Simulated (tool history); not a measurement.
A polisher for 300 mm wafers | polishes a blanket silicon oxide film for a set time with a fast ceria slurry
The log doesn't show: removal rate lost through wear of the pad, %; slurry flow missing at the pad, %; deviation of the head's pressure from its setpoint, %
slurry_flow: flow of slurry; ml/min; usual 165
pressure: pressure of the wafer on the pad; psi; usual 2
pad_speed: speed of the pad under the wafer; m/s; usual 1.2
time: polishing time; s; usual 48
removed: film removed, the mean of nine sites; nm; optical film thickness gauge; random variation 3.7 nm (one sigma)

run,hour,slurry_flow,pressure,pad_speed,time,wafers since the last listed run,wafers polished on this pad,hours since the slurry nozzle was cleaned,hours since the head pressure was calibrated,"incoming thickness of the incoming film, nm",removed
1,0,165,2,1.2,48,0,255,358.4,47.1,1853.5,514.2
2,13.9,165,2,1.2,48,147,403,372.3,61,1797.7,518.2
3,27.1,165,2,1.2,48,140,543,385.5,74.2,1811.5,516.1
4,53.5,165,2,1.2,48,280,824,411.9,100.6,1830.5,511.4
5,81.4,165,2,1.06,48,296,1121,439.8,128.5,1826.6,454.5
# hour 105.2: worn pad replaced by a new one
6,105.7,165,2,1.06,48,216,5,464.1,152.8,1828.1,448.7
7,121.4,165,2,1.06,48,167,172,479.8,168.5,1848.2,450.9
8,139.1,165,2,1.2,36,188,361,497.5,186.2,1842.4,382.6
9,155.8,165,2,1.2,36,177,538,514.2,202.9,1850.8,375
10,186.9,165,2,1.2,36,330,869,545.3,234,1814.3,376.5
# hour 218.4: worn pad replaced by a new one
11,234.9,165,2,1.2,48,468,176,593.3,282,1852.5,502.2
12,260.6,165,2,1.2,41,273,449,619,307.7,1845.5,427.8
# hour 262.7: slurry nozzle cleaned
13,272.6,215,1.5,1.52,63,117,566,9.9,319.7,1831.5,624.4
14,308.1,135,1.6,1.02,38,377,944,45.4,355.2,1812.1,242.4
15,320.2,165,2,1.34,48,128,1073,57.5,367.3,1833.4,521.8
# hour 327.2: worn pad replaced by a new one
16,350,200,2,1.2,48,274,242,87.3,397.1,1814.1,491.5
17,380.2,165,2,1.2,48,321,563,117.5,427.3,1838.2,458.4
# hour 382.2: head pressure recalibrated
# hour 385.7: slurry nozzle cleaned, repeated, since the last time left the tool worse
18,412.9,165,2,1.2,48,316,879,27.2,30.7,1812.5,525.6
# hour 447.1: worn pad replaced by a new one
19,447.6,205,1.6,0.82,54,326,5,61.9,65.4,1808.1,332.9
20,457.2,115,2.5,1.54,48,102,107,71.5,75,1824.6,796.3
21,478.8,105,2,1.2,48,229,337,93.1,96.6,1858.7,485.3
22,497.1,165,2,1.6,59,194,531,111.4,114.9,1828.6,863.3
23,529.6,165,2,1.48,48,345,877,143.9,147.4,1826.8,654.8
24,546.4,120,2,1.42,32,178,1056,160.7,164.2,1832.9,388.1
# hour 554.3: worn pad replaced by a new one
25,575.1,165,1.5,1.2,48,262,221,189.4,192.9,1831.8,390

Forecast each of these 3 alternatives for the next run:
A,575.5,165,2,1.36,48,4,225,189.8,193.3,1831.6,?
B,575.5,140,1.7,1.44,60,4,225,189.8,193.3,1831.6,?
C,575.5,165,2.5,1.2,48,4,225,189.8,193.3,1831.6,?

run,removed
A,588.3
B,643.5
C,648.8
Without the tool's hidden state the same runs would have given:
run,removed
A,598.3
B,656
C,659.8
